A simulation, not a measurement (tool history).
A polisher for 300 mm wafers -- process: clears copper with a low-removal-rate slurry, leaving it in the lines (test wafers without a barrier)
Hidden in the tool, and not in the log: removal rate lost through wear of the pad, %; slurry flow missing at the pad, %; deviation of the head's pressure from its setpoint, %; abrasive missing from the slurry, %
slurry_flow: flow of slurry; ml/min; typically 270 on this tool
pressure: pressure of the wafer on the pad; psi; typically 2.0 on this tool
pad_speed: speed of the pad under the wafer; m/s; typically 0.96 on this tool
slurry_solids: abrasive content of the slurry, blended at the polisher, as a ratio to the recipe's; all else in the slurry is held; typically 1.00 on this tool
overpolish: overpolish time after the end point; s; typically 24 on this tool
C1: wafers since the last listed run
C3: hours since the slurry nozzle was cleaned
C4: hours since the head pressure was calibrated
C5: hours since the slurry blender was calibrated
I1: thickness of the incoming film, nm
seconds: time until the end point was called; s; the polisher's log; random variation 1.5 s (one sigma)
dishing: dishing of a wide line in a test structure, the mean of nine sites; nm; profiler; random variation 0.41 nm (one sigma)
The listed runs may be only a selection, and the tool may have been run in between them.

Run 1, hour 0.0: usual settings; C1 0; wafers polished on this pad 606; C3 492.1; C4 415.2; C5 3.2; I1 290.3. Result: seconds 138.4 s, dishing 23.2 nm.
At hour 23.7: worn pad replaced by a new one.
Run 2, hour 33.8: usual settings; C1 218; wafers polished on this pad 74; C3 525.9; C4 449.0; C5 37.0; I1 284.0. Result: seconds 136.0 s, dishing 22.8 nm.
Run 3, hour 62.4: usual settings; C1 209; wafers polished on this pad 284; C3 554.5; C4 477.6; C5 65.6; I1 287.2. Result: seconds 137.2 s, dishing 22.6 nm.
Run 4, hour 79.5: usual settings but pad_speed 0.72 m/s, overpolish 18 s; C1 125; wafers polished on this pad 409; C3 571.6; C4 494.7; C5 82.7; I1 289.3. Result: seconds 172.4 s, dishing 18.1 nm.
Run 5, hour 125.3: usual settings but pad_speed 0.72 m/s, overpolish 18 s; C1 336; wafers polished on this pad 746; C3 617.4; C4 540.5; C5 128.5; I1 282.5. Result: seconds 167.2 s, dishing 18.1 nm.
At hour 131.6: worn pad replaced by a new one.
Run 6, hour 158.2: usual settings but pad_speed 0.72 m/s, overpolish 18 s; C1 212; wafers polished on this pad 195; C3 650.3; C4 573.4; C5 161.4; I1 288.4. Result: seconds 173.4 s, dishing 17.9 nm.
Run 7, hour 191.5: usual settings but overpolish 30 s; C1 244; wafers polished on this pad 440; C3 683.6; C4 606.7; C5 194.7; I1 288.4. Result: seconds 143.3 s, dishing 24.3 nm.
At hour 216.2: slurry nozzle cleaned.
Run 8, hour 216.7: usual settings but overpolish 30 s; C1 177; wafers polished on this pad 617; C3 0.5; C4 631.9; C5 219.9; I1 284.0. Result: seconds 142.3 s, dishing 25.0 nm.
At hour 225.4: head pressure recalibrated.
Run 9, hour 245.9: usual settings but overpolish 30 s; C1 199; wafers polished on this pad 817; C3 29.7; C4 20.5; C5 249.1; I1 285.0. Result: seconds 145.0 s, dishing 25.3 nm.
At hour 256.0: worn pad replaced by a new one.
Run 10, hour 270.1: usual settings but slurry_flow 315 ml/min, pressure 1.3 psi, pad_speed 1.24 m/s, overpolish 37 s; C1 148; wafers polished on this pad 103; C3 53.9; C4 44.7; C5 273.3; I1 287.7. Result: seconds 185.2 s, dishing 24.3 nm.
Run 11, hour 286.7: usual settings but slurry_solids 1.20; C1 121; wafers polished on this pad 225; C3 70.5; C4 61.3; C5 289.9; I1 288.7. Result: seconds 146.0 s, dishing 22.9 nm.
Run 12, hour 302.8: usual settings but pad_speed 1.16 m/s, overpolish 19 s; C1 118; wafers polished on this pad 343; C3 86.6; C4 77.4; C5 306.0; I1 287.1. Result: seconds 133.6 s, dishing 21.3 nm.
At hour 306.7: slurry blender recalibrated.
Run 13, hour 324.4: usual settings; C1 143; wafers polished on this pad 487; C3 108.2; C4 99.0; C5 17.7; I1 285.5. Result: seconds 133.3 s, dishing 24.0 nm.
Run 14, hour 346.2: usual settings but slurry_flow 355 ml/min; C1 160; wafers polished on this pad 647; C3 130.0; C4 120.8; C5 39.5; I1 282.4. Result: seconds 132.6 s, dishing 23.9 nm.
Run 15, hour 361.5: usual settings but pressure 1.6 psi, pad_speed 1.24 m/s, slurry_solids 1.30; C1 112; wafers polished on this pad 759; C3 145.3; C4 136.1; C5 54.8; I1 286.9. Result: seconds 135.2 s, dishing 23.6 nm.
At hour 386.7: worn pad replaced by a new one.
Run 16, hour 387.2: usual settings but slurry_flow 220 ml/min, pressure 2.5 psi; C1 159; wafers polished on this pad 3; C3 171.0; C4 161.8; C5 80.5; I1 283.2. Result: seconds 110.7 s, dishing 25.3 nm.
Run 17, hour 405.4: usual settings but pad_speed 0.72 m/s, overpolish 18 s; C1 133; wafers polished on this pad 137; C3 189.2; C4 180.0; C5 98.7; I1 284.7. Result: seconds 165.5 s, dishing 17.8 nm.
Run 18, hour 422.6: usual settings but overpolish 18 s; C1 126; wafers polished on this pad 263; C3 206.4; C4 197.2; C5 115.9; I1 281.4. Result: seconds 131.5 s, dishing 20.3 nm.

List, for all runs, the conditions of the tool that the log does not record:
removal rate lost through wear of the pad, %: 0 at every run
slurry flow missing at the pad, %: 0 at every run
deviation of the head's pressure from its setpoint, %: 0 at every run
H1: abrasive missing from the slurry, %
run     H1
  1      7
  2    7.6
  3    8.9
  4     10
  5   14.3
  6   18.5
  7   23.7
  8   28.4
  9   34.4
 10     40
 11   44.1
 12   48.4
 13  0.395
 14  0.946
 15   1.58
 16   3.12
 17   4.56
 18   6.19
